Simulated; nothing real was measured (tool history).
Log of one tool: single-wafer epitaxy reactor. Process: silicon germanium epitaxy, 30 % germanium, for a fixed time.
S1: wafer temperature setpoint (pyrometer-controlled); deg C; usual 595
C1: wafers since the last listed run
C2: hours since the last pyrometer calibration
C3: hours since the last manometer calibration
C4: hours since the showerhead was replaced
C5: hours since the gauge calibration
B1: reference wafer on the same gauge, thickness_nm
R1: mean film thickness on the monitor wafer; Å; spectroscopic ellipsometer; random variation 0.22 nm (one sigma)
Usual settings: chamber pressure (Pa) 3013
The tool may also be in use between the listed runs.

run 1 day=0 | S1=585 chamber_pressure_(Pa)=3186 | C1=0 C2=704.5 C3=1653 C4=6698.4 C5=329.9 | B1=51.825 | R1=470.99
run 2 day=3.438 | S1=602 chamber_pressure_(Pa)=3013 | C1=825 C2=787 C3=1735.5 C4=6780.9 C5=412.4 | B1=51.839 | R1=661.36
run 3 day=7.796 | S1=595 chamber_pressure_(Pa)=3013 | C1=1046 C2=891.6 C3=1840.1 C4=6885.5 C5=517 | B1=51.892 | R1=574.97
run 4 day=9.379 | S1=595 chamber_pressure_(Pa)=3013 | C1=380 C2=929.6 C3=1878.1 C4=6923.5 C5=555 | B1=51.743 | R1=573.01
run 5 day=11.083 | S1=595 chamber_pressure_(Pa)=3013 | C1=409 C2=970.5 C3=1919 C4=6964.4 C5=595.9 | B1=51.835 | R1=575.43
-- day=20.767 pyrometer calibrated
run 6 day=20.788 | S1=601 chamber_pressure_(Pa)=3320 | C1=2249 C2=0.5 C3=2151.9 C4=7197.3 C5=828.8 | B1=51.79 | R1=662.94
run 7 day=24 | S1=595 chamber_pressure_(Pa)=3560 | C1=771 C2=77.6 C3=2229 C4=7274.4 C5=905.9 | B1=51.707 | R1=602.92
-- day=25.479 gauge calibrated
run 8 day=26.696 | S1=595 chamber_pressure_(Pa)=3560 | C1=647 C2=142.3 C3=2293.7 C4=7339.1 C5=29.2 | B1=51.821 | R1=604.49
-- day=28.221 capacitance manometer re-zeroed and calibrated
run 9 day=28.267 | S1=595 chamber_pressure_(Pa)=3560 | C1=297 C2=180 C3=1.1 C4=7376.8 C5=66.9 | B1=51.833 | R1=583.57
run 10 day=31.775 | S1=588 chamber_pressure_(Pa)=3466 | C1=842 C2=264.2 C3=85.3 C4=7461 C5=151.1 | B1=51.878 | R1=502.99
run 11 day=35.525 | S1=607 chamber_pressure_(Pa)=2760 | C1=900 C2=354.2 C3=175.3 C4=7551 C5=241.1 | B1=51.766 | R1=693.4
run 12 day=37.162 | S1=595 chamber_pressure_(Pa)=3560 | C1=393 C2=393.5 C3=214.6 C4=7590.3 C5=280.4 | B1=51.74 | R1=593.88
-- day=41.692 showerhead replaced
run 13 day=41.712 | S1=583 chamber_pressure_(Pa)=2640 | C1=1012 C2=502.7 C3=323.8 C4=0.5 C5=389.6 | B1=51.702 | R1=407.7
run 14 day=44.396 | S1=584 chamber_pressure_(Pa)=3600 | C1=644 C2=567.1 C3=388.2 C4=64.9 C5=454 | B1=51.801 | R1=474.86
run 15 day=45.917 | S1=583 chamber_pressure_(Pa)=2626 | C1=365 C2=603.6 C3=424.7 C4=101.4 C5=490.5 | B1=51.832 | R1=412.64
run 16 day=50 | S1=595 chamber_pressure_(Pa)=2466 | C1=980 C2=701.6 C3=522.7 C4=199.4 C5=588.5 | B1=51.856 | R1=520.86
run 17 day=53.883 | S1=605 chamber_pressure_(Pa)=2320 | C1=932 C2=794.8 C3=615.9 C4=292.6 C5=681.7 | B1=51.75 | R1=631.87
run 18 day=58.133 | S1=595 chamber_pressure_(Pa)=2586 | C1=1020 C2=896.8 C3=717.9 C4=394.6 C5=783.7 | B1=51.827 | R1=534.33

5 ways to go on from here, each from the tool as it stands after run 18. What would each give?
run A day=58.15 | S1=595 chamber_pressure_(Pa)=3013 | C1=4 C2=897.2 C3=718.3 C4=395 C5=784.1 | B1=? | R1=?
run B day=58.15 | S1=609 chamber_pressure_(Pa)=3680 | C1=4 C2=897.2 C3=718.3 C4=395 C5=784.1 | B1=? | R1=?
run C day=58.15 | S1=602 chamber_pressure_(Pa)=3666 | C1=4 C2=897.2 C3=718.3 C4=395 C5=784.1 | B1=? | R1=?
run D day=58.15 | S1=595 chamber_pressure_(Pa)=3280 | C1=4 C2=897.2 C3=718.3 C4=395 C5=784.1 | B1=? | R1=?
run E day=58.15 | S1=605 chamber_pressure_(Pa)=3533 | C1=4 C2=897.2 C3=718.3 C4=395 C5=784.1 | B1=? | R1=?

run=A B1=51.816 R1=569.65
run=B B1=51.816 R1=822.21
run=C B1=51.816 R1=711.46
run=D B1=51.816 R1=588.74
run=E B1=51.816 R1=745.89
Without the tool's hidden state the same runs would have given:
run=A R1=551.59
run=B R1=796.48
run=C R1=689.05
run=D R1=570.08
run=E R1=722.46
